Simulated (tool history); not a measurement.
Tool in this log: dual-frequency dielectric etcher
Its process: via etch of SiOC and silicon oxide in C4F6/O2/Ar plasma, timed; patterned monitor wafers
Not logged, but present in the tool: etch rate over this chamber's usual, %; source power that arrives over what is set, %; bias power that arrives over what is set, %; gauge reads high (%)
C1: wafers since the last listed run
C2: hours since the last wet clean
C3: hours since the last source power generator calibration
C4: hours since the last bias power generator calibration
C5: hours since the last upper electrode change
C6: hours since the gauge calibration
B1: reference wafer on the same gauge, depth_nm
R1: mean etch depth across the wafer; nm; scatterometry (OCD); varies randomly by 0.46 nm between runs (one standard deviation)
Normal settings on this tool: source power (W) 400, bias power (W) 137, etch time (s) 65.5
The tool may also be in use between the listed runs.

run 1 hour=0.0 | source_power_(W)=400 bias_power_(W)=125 etch_time_(s)=53.5 | C1=0 C2=73.6 C3=3897.2 C4=5074.0 C5=2726.9 C6=2836.3 | B1=73.0 | R1=52.5
run 2 hour=67.1 | source_power_(W)=400 bias_power_(W)=137 etch_time_(s)=80.0 | C1=1032 C2=140.7 C3=3964.3 C4=5141.1 C5=2794.0 C6=2903.4 | B1=72.9 | R1=80.2
run 3 hour=115.2 | source_power_(W)=400 bias_power_(W)=137 etch_time_(s)=80.0 | C1=740 C2=188.8 C3=4012.4 C4=5189.2 C5=2842.1 C6=2951.5 | B1=72.7 | R1=79.7
run 4 hour=154.3 | source_power_(W)=400 bias_power_(W)=137 etch_time_(s)=65.5 | C1=601 C2=227.9 C3=4051.5 C4=5228.3 C5=2881.2 C6=2990.6 | B1=72.8 | R1=65.7
-- hour=184.6 bias power generator calibrated
run 5 hour=211.8 | source_power_(W)=400 bias_power_(W)=137 etch_time_(s)=65.5 | C1=823 C2=285.4 C3=4109.0 C4=27.2 C5=2938.7 C6=3048.1 | B1=72.7 | R1=65.7
run 6 hour=285.8 | source_power_(W)=400 bias_power_(W)=137 etch_time_(s)=65.5 | C1=1138 C2=359.4 C3=4183.0 C4=101.2 C5=3012.7 C6=3122.1 | B1=72.6 | R1=66.5
-- hour=393.8 source power generator calibrated
run 7 hour=394.3 | source_power_(W)=450 bias_power_(W)=118 etch_time_(s)=59.5 | C1=1608 C2=467.9 C3=0.5 C4=209.7 C5=3121.2 C6=3230.6 | B1=72.4 | R1=60.1
run 8 hour=498.6 | source_power_(W)=310 bias_power_(W)=157 etch_time_(s)=80.0 | C1=1605 C2=572.2 C3=104.8 C4=314.0 C5=3225.5 C6=3334.9 | B1=72.4 | R1=72.3
-- hour=501.3 gauge calibrated
run 9 hour=589.5 | source_power_(W)=400 bias_power_(W)=137 etch_time_(s)=65.5 | C1=1398 C2=663.1 C3=195.7 C4=404.9 C5=3316.4 C6=88.2 | B1=75.4 | R1=67.8
-- hour=657.4 wet clean of the chamber
run 10 hour=657.9 | source_power_(W)=400 bias_power_(W)=153 etch_time_(s)=65.5 | C1=683 C2=0.5 C3=264.1 C4=473.3 C5=3384.8 C6=156.6 | B1=75.3 | R1=70.3
run 11 hour=692.9 | source_power_(W)=400 bias_power_(W)=137 etch_time_(s)=65.5 | C1=538 C2=35.5 C3=299.1 C4=508.3 C5=3419.8 C6=191.6 | B1=75.2 | R1=68.1
run 12 hour=759.9 | source_power_(W)=400 bias_power_(W)=137 etch_time_(s)=60.5 | C1=1031 C2=102.5 C3=366.1 C4=575.3 C5=3486.8 C6=258.6 | B1=75.1 | R1=63.1
run 13 hour=895.9 | source_power_(W)=400 bias_power_(W)=137 etch_time_(s)=65.5 | C1=2093 C2=238.5 C3=502.1 C4=711.3 C5=3622.8 C6=394.6 | B1=74.9 | R1=67.1
-- hour=933.8 upper electrode replaced
run 14 hour=999.1 | source_power_(W)=400 bias_power_(W)=114 etch_time_(s)=65.5 | C1=1218 C2=341.7 C3=605.3 C4=814.5 C5=65.3 C6=497.8 | B1=74.8 | R1=64.0
run 15 hour=1079.3 | source_power_(W)=330 bias_power_(W)=108 etch_time_(s)=65.5 | C1=1234 C2=421.9 C3=685.5 C4=894.7 C5=145.5 C6=578.0 | B1=74.9 | R1=56.7
run 16 hour=1160.4 | source_power_(W)=330 bias_power_(W)=137 etch_time_(s)=57.5 | C1=1248 C2=503.0 C3=766.6 C4=975.8 C5=226.6 C6=659.1 | B1=74.5 | R1=53.5
run 17 hour=1217.4 | source_power_(W)=310 bias_power_(W)=137 etch_time_(s)=75.5 | C1=877 C2=560.0 C3=823.6 C4=1032.8 C5=283.6 C6=716.1 | B1=74.6 | R1=67.7
run 18 hour=1287.1 | source_power_(W)=400 bias_power_(W)=112 etch_time_(s)=56.0 | C1=1072 C2=629.7 C3=893.3 C4=1102.5 C5=353.3 C6=785.8 | B1=74.6 | R1=53.9
run 19 hour=1350.3 | source_power_(W)=370 bias_power_(W)=104 etch_time_(s)=80.0 | C1=972 C2=692.9 C3=956.5 C4=1165.7 C5=416.5 C6=849.0 | B1=74.6 | R1=72.7
-- hour=1424.0 wet clean of the chamber
run 20 hour=1424.5 | source_power_(W)=400 bias_power_(W)=137 etch_time_(s)=65.5 | C1=772 C2=0.5 C3=1030.7 C4=1239.9 C5=490.7 C6=923.2 | B1=74.2 | R1=66.9
run 21 hour=1525.2 | source_power_(W)=400 bias_power_(W)=137 etch_time_(s)=65.5 | C1=1549 C2=101.2 C3=1131.4 C4=1340.6 C5=591.4 C6=1023.9 | B1=74.4 | R1=67.0
run 22 hour=1677.3 | source_power_(W)=340 bias_power_(W)=117 etch_time_(s)=65.5 | C1=2340 C2=253.3 C3=1283.5 C4=1492.7 C5=743.5 C6=1176.0 | B1=74.1 | R1=58.7
run 23 hour=1777.6 | source_power_(W)=340 bias_power_(W)=166 etch_time_(s)=79.0 | C1=1543 C2=353.6 C3=1383.8 C4=1593.0 C5=843.8 C6=1276.3 | B1=74.0 | R1=78.8
run 24 hour=1853.0 | source_power_(W)=400 bias_power_(W)=122 etch_time_(s)=78.0 | C1=1160 C2=429.0 C3=1459.2 C4=1668.4 C5=919.2 C6=1351.7 | B1=73.8 | R1=75.7
run 25 hour=1892.5 | source_power_(W)=350 bias_power_(W)=149 etch_time_(s)=75.0 | C1=607 C2=468.5 C3=1498.7 C4=1707.9 C5=958.7 C6=1391.2 | B1=73.8 | R1=73.1
run 26 hour=1955.6 | source_power_(W)=400 bias_power_(W)=137 etch_time_(s)=52.0 | C1=971 C2=531.6 C3=1561.8 C4=1771.0 C5=1021.8 C6=1454.3 | B1=73.7 | R1=52.7
run 27 hour=2016.5 | source_power_(W)=400 bias_power_(W)=137 etch_time_(s)=65.5 | C1=937 C2=592.5 C3=1622.7 C4=1831.9 C5=1082.7 C6=1515.2 | B1=73.7 | R1=66.6
-- hour=2046.0 wet clean of the chamber
run 28 hour=2107.0 | source_power_(W)=450 bias_power_(W)=106 etch_time_(s)=78.0 | C1=1023 C2=61.0 C3=1713.2 C4=1922.4 C5=1173.2 C6=1605.7 | B1=73.5 | R1=77.7
run 29 hour=2180.5 | source_power_(W)=500 bias_power_(W)=120 etch_time_(s)=77.5 | C1=1131 C2=134.5 C3=1786.7 C4=1995.9 C5=1246.7 C6=1679.2 | B1=73.6 | R1=83.6

Consider 4 possible next runs. They are alternatives, not a sequence: every one starts from the tool as it was left by run 29. What does each give?
run A hour=2180.9 | source_power_(W)=400 bias_power_(W)=147 etch_time_(s)=65.5 | C1=6 C2=134.9 C3=1787.1 C4=1996.3 C5=1247.1 C6=1679.6 | B1=? | R1=?
run B hour=2180.9 | source_power_(W)=470 bias_power_(W)=137 etch_time_(s)=65.5 | C1=6 C2=134.9 C3=1787.1 C4=1996.3 C5=1247.1 C6=1679.6 | B1=? | R1=?
run C hour=2180.9 | source_power_(W)=350 bias_power_(W)=137 etch_time_(s)=78.5 | C1=6 C2=134.9 C3=1787.1 C4=1996.3 C5=1247.1 C6=1679.6 | B1=? | R1=?
run D hour=2180.9 | source_power_(W)=400 bias_power_(W)=137 etch_time_(s)=71.5 | C1=6 C2=134.9 C3=1787.1 C4=1996.3 C5=1247.1 C6=1679.6 | B1=? | R1=?

run=A B1=73.6 R1=67.7
run=B B1=73.6 R1=71.7
run=C B1=73.6 R1=74.2
run=D B1=73.6 R1=72.3
The same runs, with their run-to-run variation unchanged, on a tool lacking any hidden condition would have given:
run=A R1=69.9
run=B R1=74.0
run=C R1=76.6
run=D R1=74.7

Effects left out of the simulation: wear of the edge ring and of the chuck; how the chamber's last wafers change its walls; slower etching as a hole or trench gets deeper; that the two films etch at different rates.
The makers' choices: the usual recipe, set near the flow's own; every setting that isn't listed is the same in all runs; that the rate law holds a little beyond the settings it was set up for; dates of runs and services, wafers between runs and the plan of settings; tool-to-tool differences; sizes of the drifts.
